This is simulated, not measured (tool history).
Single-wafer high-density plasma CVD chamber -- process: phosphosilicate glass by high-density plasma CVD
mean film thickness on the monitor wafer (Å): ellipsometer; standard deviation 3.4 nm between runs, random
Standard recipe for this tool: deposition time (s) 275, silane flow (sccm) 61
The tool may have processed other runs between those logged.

run,hour,deposition time (s),silane flow (sccm),"read-back reference wafer on the same gauge, thickness_nm",mean film thickness on the monitor wafer (Å)
1,0,254,66,1900.62,16770.47
2,21.4,275,61,1899.805,16757.59
3,53.1,312,61,1899.115,19032.82
4,71.2,275,61,1899.977,16723.94
5,100.9,275,61,1899.448,16771.36
6,120.9,275,61,1900.202,16761.54
7,135,275,61,1899.414,16777.44
8,150.1,275,61,1900.116,16754.57
9,180.6,275,61,1899.551,16733.01
10,212.3,275,61,1899.57,16763.95
11,237.1,275,61,1898.936,16776.83
12,300.5,275,61,1899.186,16735.6
13,325.3,275,61,1899.454,16698.57
# hour 328.7: gauge calibrated
14,346.4,261,55,1900.405,14230.39
# hour 369: silane flow controller replaced
15,369.8,232,53,1899.418,13150.92

Forecast run 16:
16,403.3,275,61,?,?

read-back reference wafer on the same gauge, thickness_nm: 1899.956
mean film thickness on the monitor wafer (Å): 17873.6
The same run, on a tool lacking any hidden state, would have yielded mean film thickness on the monitor wafer (Å) 17883.57.
